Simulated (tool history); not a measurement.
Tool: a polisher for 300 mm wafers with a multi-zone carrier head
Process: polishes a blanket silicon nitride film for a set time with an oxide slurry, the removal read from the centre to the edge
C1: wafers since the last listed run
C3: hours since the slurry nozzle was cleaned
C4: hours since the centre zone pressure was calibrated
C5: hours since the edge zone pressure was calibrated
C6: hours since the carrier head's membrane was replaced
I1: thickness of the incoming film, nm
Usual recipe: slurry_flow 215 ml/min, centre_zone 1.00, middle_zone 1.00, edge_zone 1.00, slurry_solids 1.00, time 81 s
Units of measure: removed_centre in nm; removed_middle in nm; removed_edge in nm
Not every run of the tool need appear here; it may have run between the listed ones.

Run 1, day 0.000: usual settings; C1 0; wafers polished on this pad 919; C3 141.3; C4 203.7; C5 1256.4; C6 1105.6; I1 459.1. Result: removed_centre 45.4 nm, removed_middle 44.3 nm, removed_edge 45.5 nm.
At day 0.208: edge zone pressure recalibrated.
Run 2, day 1.096: usual settings; C1 162; wafers polished on this pad 1081; C3 167.6; C4 230.0; C5 21.3; C6 1131.9; I1 451.0. Result: removed_centre 45.4 nm, removed_middle 44.5 nm, removed_edge 46.7 nm.
At day 1.375: worn pad replaced by a new one.
Run 3, day 2.138: usual settings but centre_zone 0.92; C1 140; wafers polished on this pad 122; C3 192.6; C4 255.0; C5 46.3; C6 1156.9; I1 456.4. Result: removed_centre 41.1 nm, removed_middle 43.8 nm, removed_edge 45.4 nm.
Run 4, day 2.862: usual settings but centre_zone 0.94; C1 116; wafers polished on this pad 238; C3 210.0; C4 272.4; C5 63.7; C6 1174.3; I1 459.9. Result: removed_centre 42.1 nm, removed_middle 44.2 nm, removed_edge 45.6 nm.
Run 5, day 3.396: usual settings; C1 85; wafers polished on this pad 323; C3 222.8; C4 285.2; C5 76.5; C6 1187.1; I1 451.3. Result: removed_centre 45.4 nm, removed_middle 43.6 nm, removed_edge 45.4 nm.
At day 4.471: carrier head's membrane replaced by a new one.
Run 6, day 4.850: usual settings; C1 199; wafers polished on this pad 522; C3 257.7; C4 320.1; C5 111.4; C6 9.1; I1 463.0. Result: removed_centre 45.5 nm, removed_middle 44.3 nm, removed_edge 46.0 nm.
Run 7, day 7.671: usual settings; C1 451; wafers polished on this pad 974; C3 325.4; C4 387.8; C5 179.1; C6 76.8; I1 461.7. Result: removed_centre 44.2 nm, removed_middle 44.2 nm, removed_edge 45.0 nm.
At day 8.788: worn pad replaced by a new one.
Run 8, day 8.808: usual settings but slurry_flow 265 ml/min, time 67 s; C1 155; wafers polished on this pad 3; C3 352.7; C4 415.1; C5 206.4; C6 104.1; I1 459.5. Result: removed_centre 38.1 nm, removed_middle 37.4 nm, removed_edge 38.4 nm.
Run 9, day 9.638: usual settings but middle_zone 1.08, edge_zone 0.95, time 100 s; C1 132; wafers polished on this pad 135; C3 372.6; C4 435.0; C5 226.3; C6 124.0; I1 453.9. Result: removed_centre 54.2 nm, removed_middle 58.4 nm, removed_edge 54.6 nm.
At day 10.954: slurry nozzle cleaned.
Run 10, day 13.267: usual settings but centre_zone 0.95; C1 574; wafers polished on this pad 710; C3 55.5; C4 522.1; C5 313.4; C6 211.1; I1 460.8. Result: removed_centre 38.6 nm, removed_middle 40.0 nm, removed_edge 43.0 nm.
At day 13.771: centre zone pressure recalibrated.
Run 11, day 14.217: usual settings but slurry_flow 270 ml/min, centre_zone 1.05, slurry_solids 0.75; C1 138; wafers polished on this pad 848; C3 78.3; C4 10.7; C5 336.2; C6 233.9; I1 462.2. Result: removed_centre 36.4 nm, removed_middle 35.5 nm, removed_edge 36.6 nm.
Run 12, day 14.821: usual settings but edge_zone 1.05, time 56 s; C1 96; wafers polished on this pad 945; C3 92.8; C4 25.2; C5 350.7; C6 248.4; I1 457.2. Result: removed_centre 28.0 nm, removed_middle 28.4 nm, removed_edge 30.5 nm.
At day 15.275: slurry nozzle cleaned, repeated, since the last time left the tool worse.
Run 13, day 15.479: usual settings but middle_zone 1.08, edge_zone 0.95, time 100 s; C1 98; wafers polished on this pad 1044; C3 4.9; C4 41.0; C5 366.5; C6 264.2; I1 457.9. Result: removed_centre 56.1 nm, removed_middle 58.9 nm, removed_edge 55.3 nm.
At day 15.954: worn pad replaced by a new one.
Run 14, day 16.746: usual settings but centre_zone 0.89, edge_zone 0.93; C1 176; wafers polished on this pad 127; C3 35.3; C4 71.4; C5 396.9; C6 294.6; I1 460.1. Result: removed_centre 40.7 nm, removed_middle 44.8 nm, removed_edge 44.5 nm.
Run 15, day 18.088: usual settings but slurry_flow 190 ml/min, slurry_solids 0.75; C1 214; wafers polished on this pad 341; C3 67.5; C4 103.6; C5 429.1; C6 326.8; I1 458.2. Result: removed_centre 36.5 nm, removed_middle 36.1 nm, removed_edge 37.3 nm.
Run 16, day 19.496: usual settings but edge_zone 1.05, time 56 s; C1 225; wafers polished on this pad 567; C3 101.3; C4 137.4; C5 462.9; C6 360.6; I1 456.4. Result: removed_centre 31.8 nm, removed_middle 31.1 nm, removed_edge 32.4 nm.
Run 17, day 20.271: usual settings but middle_zone 1.04, edge_zone 1.12; C1 124; wafers polished on this pad 691; C3 119.9; C4 156.0; C5 481.5; C6 379.2; I1 462.4. Result: removed_centre 45.6 nm, removed_middle 47.3 nm, removed_edge 48.3 nm.
Run 18, day 21.412: usual settings but centre_zone 1.04, slurry_solids 1.10; C1 182; wafers polished on this pad 874; C3 147.3; C4 183.4; C5 508.9; C6 406.6; I1 461.2. Result: removed_centre 49.0 nm, removed_middle 47.5 nm, removed_edge 48.8 nm.
At day 22.458: worn pad replaced by a new one.
Run 19, day 22.904: usual settings; C1 212; wafers polished on this pad 71; C3 183.1; C4 219.2; C5 544.7; C6 442.4; I1 458.2. Result: removed_centre 44.9 nm, removed_middle 44.3 nm, removed_edge 45.7 nm.
Run 20, day 23.688: usual settings but centre_zone 1.03, time 72 s; C1 125; wafers polished on this pad 196; C3 201.9; C4 238.0; C5 563.5; C6 461.2; I1 459.4. Result: removed_centre 41.3 nm, removed_middle 39.8 nm, removed_edge 40.4 nm.
Run 21, day 24.712: usual settings but slurry_flow 180 ml/min, slurry_solids 0.80, time 63 s; C1 164; wafers polished on this pad 360; C3 226.5; C4 262.6; C5 588.1; C6 485.8; I1 458.6. Result: removed_centre 29.5 nm, removed_middle 29.4 nm, removed_edge 30.4 nm.

Here are 4 independent what-if runs from the current tool condition. What would each one return?
Run A, day 24.733: usual settings but centre_zone 0.91; C1 3; wafers polished on this pad 364; C3 227.0; C4 263.1; C5 588.6; C6 486.3; I1 461.8. Result: removed_centre ?, removed_middle ?, removed_edge ?.
Run B, day 24.733: usual settings but slurry_flow 260 ml/min, centre_zone 0.96, edge_zone 1.10; C1 3; wafers polished on this pad 364; C3 227.0; C4 263.1; C5 588.6; C6 486.3; I1 461.8. Result: removed_centre ?, removed_middle ?, removed_edge ?.
Run C, day 24.733: usual settings but centre_zone 0.89, slurry_solids 0.90; C1 3; wafers polished on this pad 364; C3 227.0; C4 263.1; C5 588.6; C6 486.3; I1 461.8. Result: removed_centre ?, removed_middle ?, removed_edge ?.
Run D, day 24.733: usual settings but edge_zone 0.93, slurry_solids 0.80, time 100 s; C1 3; wafers polished on this pad 364; C3 227.0; C4 263.1; C5 588.6; C6 486.3; I1 461.8. Result: removed_centre ?, removed_middle ?, removed_edge ?.

run  removed_centre  removed_middle  removed_edge
  A            41.6            44.5          46.0
  B            45.0            45.5          49.0
  C            38.2            41.8          43.2
  D            48.9            47.6          47.5
Had the tool no hidden state, the same runs would have come out as:
run  removed_centre  removed_middle  removed_edge
  A            42.2            45.1          46.4
  B            45.5            46.0          49.4
  C            38.7            42.3          43.6
  D            49.6            48.1          48.0
